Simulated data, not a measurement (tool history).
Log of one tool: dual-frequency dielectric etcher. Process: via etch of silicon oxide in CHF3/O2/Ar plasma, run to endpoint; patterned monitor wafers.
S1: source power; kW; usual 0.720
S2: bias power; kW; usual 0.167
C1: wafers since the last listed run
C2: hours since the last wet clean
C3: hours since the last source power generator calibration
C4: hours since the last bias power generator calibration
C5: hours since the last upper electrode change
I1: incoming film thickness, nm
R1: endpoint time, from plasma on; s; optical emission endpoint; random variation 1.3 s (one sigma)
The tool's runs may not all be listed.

run   hour     S1     S2   C1     C2      C3      C4      C5     I1     R1
  1    0.0  0.720  0.167    0  277.1  2783.7  2201.1  1924.9  783.5  380.3
  2   14.1  0.720  0.167   87  291.2  2797.8  2215.2  1939.0  785.9  378.5
  3   34.6  0.720  0.167  127  311.7  2818.3  2235.7  1959.5  780.5  379.4
  4   65.5  0.720  0.167  192  342.6  2849.2  2266.6  1990.4  783.5  380.3
  5   79.5  0.720  0.167   87  356.6  2863.2  2280.6  2004.4  779.4  378.8
     107.5  -- wet clean of the chamber
  6  108.0  0.720  0.167   27    0.5  2891.7  2309.1  2032.9  784.7  374.7
  7  128.1  0.720  0.193  124   20.6  2911.8  2329.2  2053.0  781.2  352.2
  8  142.4  0.720  0.152   88   34.9  2926.1  2343.5  2067.3  781.5  384.9
  9  174.4  0.720  0.152  198   66.9  2958.1  2375.5  2099.3  788.7  389.0
 10  190.4  0.720  0.152   99   82.9  2974.1  2391.5  2115.3  785.6  386.1
 11  206.0  0.720  0.167   96   98.5  2989.7  2407.1  2130.9  774.7  369.8
 12  239.9  0.630  0.152  210  132.4  3023.6  2441.0  2164.8  783.0  413.2
 13  254.8  0.720  0.167   92  147.3  3038.5  2455.9  2179.7  777.8  373.6
 14  289.3  0.790  0.182  214  181.8  3073.0  2490.4  2214.2  776.1  344.5
 15  305.0  0.580  0.197   97  197.5  3088.7  2506.1  2229.9  774.1  388.8
 16  325.4  0.720  0.167  126  217.9  3109.1  2526.5  2250.3  780.2  376.3
 17  395.7  0.640  0.151  436  288.2  3179.4  2596.8  2320.6  780.3  415.2
     463.1  -- upper electrode replaced
     463.8  -- source power generator calibrated
 18  484.8  0.600  0.135  400  377.3    21.0  2685.9    21.7  786.5  446.1
 19  502.3  0.770  0.145  108  394.8    38.5  2703.4    39.2  770.4  382.1
     510.9  -- bias power generator calibrated
     533.1  -- wet clean of the chamber
 20  533.9  0.720  0.167   33    0.8    70.1    23.0    70.8  776.6  368.5
 21  550.8  0.570  0.204  105   17.7    87.0    39.9    87.7  781.6  387.4
 22  566.5  0.640  0.126   97   33.4   102.7    55.6   103.4  779.9  432.5
 23  590.2  0.870  0.167  147   57.1   126.4    79.3   127.1  780.8  342.5
 24  602.5  0.670  0.137   76   69.4   138.7    91.6   139.4  786.2  413.1
 25  616.4  0.720  0.167   86   83.3   152.6   105.5   153.3  790.5  375.6
 26  652.1  0.720  0.167  221  119.0   188.3   141.2   189.0  788.5  378.2
 27  665.3  0.860  0.167   82  132.2   201.5   154.4   202.2  782.4  342.9
 28  699.9  0.830  0.204  215  166.8   236.1   189.0   236.8  789.2  331.3
 29  731.9  0.720  0.150  198  198.8   268.1   221.0   268.8  784.5  390.9
 30  766.6  0.720  0.167  215  233.5   302.8   255.7   303.5  779.7  375.8
 31  779.4  0.720  0.167   79  246.3   315.6   268.5   316.3  777.8  374.7
 32  813.7  0.600  0.156  213  280.6   349.9   302.8   350.6  781.7  422.8
 33  838.2  0.670  0.136  152  305.1   374.4   327.3   375.1  784.7  419.1
 34  857.7  0.890  0.167  121  324.6   393.9   346.8   394.6  784.0  343.1

The tool's hidden state at each run:
source power that arrives over what is set, %: 0 in every run
bias power that arrives over what is set, %: 0 in every run
H1: etch rate over this chamber's usual, %
run       H1
  1    -1.84
  2    -1.93
  3    -2.06
  4    -2.27
  5    -2.36
  6     0.11
  7  -0.0217
  8   -0.115
  9   -0.324
 10   -0.428
 11    -0.53
 12   -0.752
 13   -0.849
 14    -1.07
 15    -1.18
 16    -1.31
 17    -1.77
 18    -2.35
 19    -2.46
 20     0.19
 21   0.0799
 22  -0.0226
 23   -0.177
 24   -0.258
 25   -0.348
 26   -0.581
 27   -0.668
 28   -0.893
 29     -1.1
 30    -1.33
 31    -1.41
 32    -1.64
 33     -1.8
 34    -1.92
